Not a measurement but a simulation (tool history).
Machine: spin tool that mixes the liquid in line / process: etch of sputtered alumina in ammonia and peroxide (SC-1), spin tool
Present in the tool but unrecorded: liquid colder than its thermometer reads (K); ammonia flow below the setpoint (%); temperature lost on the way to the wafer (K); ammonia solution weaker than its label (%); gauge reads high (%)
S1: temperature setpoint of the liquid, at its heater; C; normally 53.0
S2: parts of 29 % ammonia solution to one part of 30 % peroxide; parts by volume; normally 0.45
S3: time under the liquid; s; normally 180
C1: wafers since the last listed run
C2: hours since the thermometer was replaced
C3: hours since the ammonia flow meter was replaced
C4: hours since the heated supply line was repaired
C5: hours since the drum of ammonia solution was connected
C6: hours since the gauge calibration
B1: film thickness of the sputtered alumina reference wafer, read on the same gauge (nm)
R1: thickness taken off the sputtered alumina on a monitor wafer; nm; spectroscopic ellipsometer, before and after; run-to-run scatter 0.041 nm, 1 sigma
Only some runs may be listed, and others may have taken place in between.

Run 1, hour 0.0: usual settings but S1 56.0 C; C1 0; C2 288.0; C3 1353.0; C4 323.5; C5 242.0; C6 1175.3; B1 100.00. Result: R1 14.14 nm.
Run 2, hour 39.1: usual settings but S1 56.5 C, S2 0.55 parts by volume, S3 135 s; C1 291; C2 327.1; C3 1392.1; C4 362.6; C5 281.1; C6 1214.4; B1 99.98. Result: R1 11.00 nm.
Run 3, hour 77.9: usual settings; C1 289; C2 365.9; C3 1430.9; C4 401.4; C5 319.9; C6 1253.2; B1 99.99. Result: R1 12.03 nm.
Run 4, hour 146.8: usual settings but S1 59.0 C; C1 514; C2 434.8; C3 1499.8; C4 470.3; C5 388.8; C6 1322.1; B1 100.00. Result: R1 16.45 nm.
Run 5, hour 200.9: usual settings; C1 403; C2 488.9; C3 1553.9; C4 524.4; C5 442.9; C6 1376.2; B1 99.99. Result: R1 12.05 nm.
Run 6, hour 238.3: usual settings but S1 60.0 C, S3 80 s; C1 279; C2 526.3; C3 1591.3; C4 561.8; C5 480.3; C6 1413.6; B1 99.99. Result: R1 7.67 nm.
Run 7, hour 263.2: usual settings but S1 61.5 C, S3 245 s; C1 185; C2 551.2; C3 1616.2; C4 586.7; C5 505.2; C6 1438.5; B1 100.00. Result: R1 25.48 nm.
Run 8, hour 304.4: usual settings; C1 307; C2 592.4; C3 1657.4; C4 627.9; C5 546.4; C6 1479.7; B1 100.01. Result: R1 12.01 nm.
Run 9, hour 353.5: usual settings but S2 0.35 parts by volume; C1 366; C2 641.5; C3 1706.5; C4 677.0; C5 595.5; C6 1528.8; B1 99.99. Result: R1 11.70 nm.
Run 10, hour 396.0: usual settings but S2 0.30 parts by volume; C1 317; C2 684.0; C3 1749.0; C4 719.5; C5 638.0; C6 1571.3; B1 99.99. Result: R1 11.43 nm.
Run 11, hour 426.1: usual settings but S1 47.5 C, S2 0.55 parts by volume, S3 95 s; C1 224; C2 714.1; C3 1779.1; C4 749.6; C5 668.1; C6 1601.4; B1 100.01. Result: R1 4.74 nm.
Run 12, hour 455.2: usual settings but S3 245 s; C1 217; C2 743.2; C3 1808.2; C4 778.7; C5 697.2; C6 1630.5; B1 100.02. Result: R1 16.25 nm.
At hour 470.4: ammonia flow meter replaced.
Run 13, hour 525.3: usual settings but S1 59.5 C, S3 75 s; C1 515; C2 813.3; C3 54.9; C4 848.8; C5 767.3; C6 1700.6; B1 100.00. Result: R1 6.99 nm.
At hour 569.6: gauge calibrated.
Run 14, hour 595.5: usual settings but S1 56.0 C, S2 0.60 parts by volume, S3 145 s; C1 523; C2 883.5; C3 125.1; C4 919.0; C5 837.5; C6 25.9; B1 99.99. Result: R1 11.65 nm.
Run 15, hour 634.3: usual settings but S1 47.5 C, S2 0.55 parts by volume; C1 289; C2 922.3; C3 163.9; C4 957.8; C5 876.3; C6 64.7; B1 100.03. Result: R1 9.05 nm.
Run 16, hour 670.4: usual settings but S1 50.0 C; C1 269; C2 958.4; C3 200.0; C4 993.9; C5 912.4; C6 100.8; B1 99.99. Result: R1 10.19 nm.
Run 17, hour 733.6: usual settings but S1 59.0 C; C1 471; C2 1021.6; C3 263.2; C4 1057.1; C5 975.6; C6 164.0; B1 100.01. Result: R1 16.43 nm.
At hour 772.7: new drum of ammonia solution connected.
Run 18, hour 786.5: usual settings; C1 387; C2 1074.5; C3 316.1; C4 1110.0; C5 13.8; C6 216.9; B1 100.01. Result: R1 12.03 nm.
Run 19, hour 832.8: usual settings but S1 47.0 C, S3 80 s; C1 345; C2 1120.8; C3 362.4; C4 1156.3; C5 60.1; C6 263.2; B1 100.01. Result: R1 3.88 nm.
Run 20, hour 881.2: usual settings but S1 43.5 C, S2 0.40 parts by volume, S3 230 s; C1 361; C2 1169.2; C3 410.8; C4 1204.7; C5 108.5; C6 311.6; B1 100.00. Result: R1 8.93 nm.
Run 21, hour 941.7: usual settings but S1 59.5 C, S2 0.35 parts by volume, S3 230 s; C1 451; C2 1229.7; C3 471.3; C4 1265.2; C5 169.0; C6 372.1; B1 99.99. Result: R1 21.23 nm.
Run 22, hour 972.7: usual settings but S2 0.65 parts by volume, S3 285 s; C1 231; C2 1260.7; C3 502.3; C4 1296.2; C5 200.0; C6 403.1; B1 100.00. Result: R1 19.77 nm.
Run 23, hour 1028.4: usual settings but S2 0.35 parts by volume, S3 135 s; C1 415; C2 1316.4; C3 558.0; C4 1351.9; C5 255.7; C6 458.8; B1 100.02. Result: R1 8.81 nm.
Run 24, hour 1099.7: usual settings but S1 56.0 C, S3 280 s; C1 532; C2 1387.7; C3 629.3; C4 1423.2; C5 327.0; C6 530.1; B1 99.98. Result: R1 21.87 nm.

Alternative continuations, all from the tool just after run 24; predict every row:
Run A, hour 1100.2: usual settings but S3 290 s; C1 3; C2 1388.2; C3 629.8; C4 1423.7; C5 327.5; C6 530.6; B1 ?. Result: R1 ?.
Run B, hour 1100.2: usual settings but S3 125 s; C1 3; C2 1388.2; C3 629.8; C4 1423.7; C5 327.5; C6 530.6; B1 ?. Result: R1 ?.
Run C, hour 1100.2: usual settings but S1 49.0 C, S2 0.50 parts by volume, S3 120 s; C1 3; C2 1388.2; C3 629.8; C4 1423.7; C5 327.5; C6 530.6; B1 ?. Result: R1 ?.
Run D, hour 1100.2: usual settings but S1 48.0 C, S2 0.35 parts by volume, S3 290 s; C1 3; C2 1388.2; C3 629.8; C4 1423.7; C5 327.5; C6 530.6; B1 ?. Result: R1 ?.
Run E, hour 1100.2: usual settings but S1 56.0 C, S2 0.30 parts by volume, S3 120 s; C1 3; C2 1388.2; C3 629.8; C4 1423.7; C5 327.5; C6 530.6; B1 ?. Result: R1 ?.

run     B1     R1
  A  99.99  19.32
  B  99.99   8.33
  C  99.99   6.49
  D  99.99  14.34
  E  99.99   9.03
What these runs would have given with no unlogged condition in the tool:
run     R1
  A  19.40
  B   8.36
  C   6.52
  D  14.40
  E   9.07
